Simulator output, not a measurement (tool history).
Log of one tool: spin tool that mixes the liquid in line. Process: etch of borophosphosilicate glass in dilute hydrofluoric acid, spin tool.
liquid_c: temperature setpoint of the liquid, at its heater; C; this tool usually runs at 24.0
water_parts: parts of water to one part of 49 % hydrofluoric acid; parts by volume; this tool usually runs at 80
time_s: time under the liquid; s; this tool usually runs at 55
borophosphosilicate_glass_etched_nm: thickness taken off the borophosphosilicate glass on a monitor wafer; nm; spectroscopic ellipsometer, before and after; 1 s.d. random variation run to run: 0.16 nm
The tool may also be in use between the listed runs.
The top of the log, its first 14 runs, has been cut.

| run | hour | liquid_c | water_parts | time_s | wafers since the last listed run | hours since the thermometer was replaced | hours since the hydrofluoric acid flow meter was replaced | hours since the gauge calibration | read-back film thickness of the borophosphosilicate glass reference wafer, read on the same gauge (nm) | borophosphosilicate_glass_etched_nm |
|---|---|---|---|---|---|---|---|---|---|---|
|  | 308.9 | hydrofluoric acid flow meter replaced, repeated, since the last time left the tool worse |
| 15 | 323.9 | 20.5 | 60 | 65 | 186 | 1255.2 | 15.0 | 838.4 | 149.97 | 44.32 |
| 16 | 355.0 | 24.0 | 80 | 75 | 256 | 1286.3 | 46.1 | 869.5 | 149.99 | 43.39 |
| 17 | 375.0 | 28.0 | 55 | 55 | 164 | 1306.3 | 66.1 | 889.5 | 150.01 | 56.07 |
| 18 | 401.0 | 24.0 | 80 | 55 | 214 | 1332.3 | 92.1 | 915.5 | 149.99 | 31.61 |
| 19 | 433.9 | 19.5 | 80 | 65 | 271 | 1365.2 | 125.0 | 948.4 | 150.04 | 31.27 |
| 20 | 447.7 | 19.5 | 80 | 45 | 113 | 1379.0 | 138.8 | 962.2 | 150.02 | 21.61 |
|  | 471.0 | thermometer replaced |
| 21 | 481.9 | 22.0 | 95 | 55 | 273 | 10.9 | 173.0 | 996.4 | 150.00 | 24.40 |
|  | 493.1 | gauge calibrated |
| 22 | 504.1 | 22.0 | 95 | 65 | 183 | 33.1 | 195.2 | 11.0 | 149.98 | 28.79 |
| 23 | 537.3 | 25.5 | 110 | 75 | 273 | 66.3 | 228.4 | 44.2 | 149.96 | 32.50 |

Run 24, settings as shown, results not yet in. Your forecast:
| 24 | 568.7 | 21.0 | 80 | 70 | 258 | 97.7 | 259.8 | 75.6 | ? | ? |

read-back film thickness of the borophosphosilicate glass reference wafer, read on the same gauge (nm): 149.99
borophosphosilicate_glass_etched_nm: 36.10 nm
Had the tool carried no hidden state, the very same run would have given borophosphosilicate_glass_etched_nm 35.20 nm.

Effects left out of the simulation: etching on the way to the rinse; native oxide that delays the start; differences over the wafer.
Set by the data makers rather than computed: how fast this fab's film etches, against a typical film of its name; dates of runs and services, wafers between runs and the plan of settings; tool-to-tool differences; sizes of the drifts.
